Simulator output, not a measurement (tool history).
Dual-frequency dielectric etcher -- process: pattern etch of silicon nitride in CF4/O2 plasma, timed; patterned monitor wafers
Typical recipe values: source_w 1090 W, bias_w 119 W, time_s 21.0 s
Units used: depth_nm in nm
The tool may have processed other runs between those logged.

| run | hour | source_w | bias_w | time_s | read-back reference wafer on the same gauge, depth_nm | depth_nm |
|---|---|---|---|---|---|---|
| 1 | 0.0 | 1090 | 108 | 21.0 | 78.2 | 73.7 |
| 2 | 58.4 | 1090 | 108 | 21.0 | 78.0 | 74.3 |
| 3 | 128.1 | 1090 | 119 | 21.0 | 78.1 | 76.1 |
| 4 | 174.5 | 1090 | 119 | 19.5 | 78.3 | 71.1 |
| 5 | 204.2 | 1090 | 119 | 19.5 | 78.2 | 71.3 |
| 6 | 386.7 | 1090 | 119 | 19.5 | 78.1 | 71.0 |
| 7 | 418.6 | 1090 | 119 | 21.0 | 78.0 | 76.9 |
|  | 482.0 | wet clean of the chamber |
| 8 | 482.5 | 1090 | 96 | 21.0 | 78.1 | 69.7 |
| 9 | 524.8 | 1090 | 119 | 21.0 | 78.1 | 76.7 |
| 10 | 577.9 | 1190 | 119 | 16.0 | 78.1 | 64.0 |
|  | 696.6 | bias power generator calibrated |
| 11 | 710.3 | 1090 | 119 | 21.0 | 78.2 | 76.3 |
|  | 776.5 | source power generator calibrated |
| 12 | 777.0 | 1330 | 119 | 21.0 | 78.1 | 96.2 |
| 13 | 828.0 | 1090 | 119 | 21.0 | 78.0 | 77.7 |
| 14 | 866.1 | 1190 | 134 | 21.0 | 78.0 | 89.6 |
|  | 930.6 | upper electrode replaced, of another model than before |
| 15 | 931.8 | 1090 | 119 | 21.0 | 78.2 | 77.9 |
|  | 956.8 | wet clean of the chamber |
| 16 | 978.6 | 1090 | 119 | 15.5 | 78.1 | 56.7 |
| 17 | 1042.8 | 830 | 109 | 26.0 | 77.9 | 54.0 |
| 18 | 1087.0 | 1090 | 92 | 21.0 | 78.0 | 63.7 |
|  | 1179.6 | gauge calibrated |
| 19 | 1272.6 | 1000 | 94 | 16.5 | 78.0 | 43.9 |
| 20 | 1338.4 | 1090 | 97 | 21.0 | 78.1 | 65.8 |
|  | 1396.3 | wet clean of the chamber |
| 21 | 1396.8 | 1090 | 90 | 15.5 | 78.0 | 46.2 |
| 22 | 1429.4 | 1090 | 119 | 21.0 | 78.1 | 75.8 |
| 23 | 1497.4 | 1090 | 119 | 21.0 | 78.2 | 75.8 |
| 24 | 1528.2 | 1090 | 145 | 21.0 | 78.1 | 85.9 |
| 25 | 1651.6 | 1090 | 119 | 21.0 | 78.1 | 75.7 |
| 26 | 1687.4 | 860 | 109 | 21.0 | 78.1 | 45.9 |
| 27 | 1719.1 | 1090 | 101 | 21.0 | 78.1 | 66.9 |
| 28 | 1783.6 | 1090 | 119 | 27.0 | 78.2 | 96.6 |
| 29 | 1820.3 | 1090 | 107 | 15.0 | 78.2 | 49.5 |
| 30 | 1865.3 | 1090 | 119 | 21.0 | 78.1 | 75.1 |

How would selected steps in depth_nm from run to run divide? Give the signed amount a tool lacking its hidden state would still show from settings, what came in and random variation, and the signed amount left for the hidden state, including any gauge scatter that is not in both of the compared results.
Hidden conditions of the tool in this case: etch rate over this chamber's usual, %; source power that arrives over what is set, %; bias power that arrives over what is set, %; gauge reads high (%).
Run 11 -> 12: source_w 1090 -> 1330, source power generator calibrated. depth_nm +19.9 nm: hidden state +1.6, all else +18.3.
Run 25 -> 26: source_w 1090 -> 860, bias_w 119 -> 109. depth_nm -29.8 nm: hidden state +1.2, all else -31.0.
Run 27 -> 28: bias_w 101 -> 119, time_s 21.0 -> 27.0. depth_nm +29.7 nm: hidden state -1.4, all else +31.1.
Run 28 -> 29: bias_w 119 -> 107, time_s 27.0 -> 15.0. depth_nm -47.1 nm: hidden state +2.2, all else -49.3.
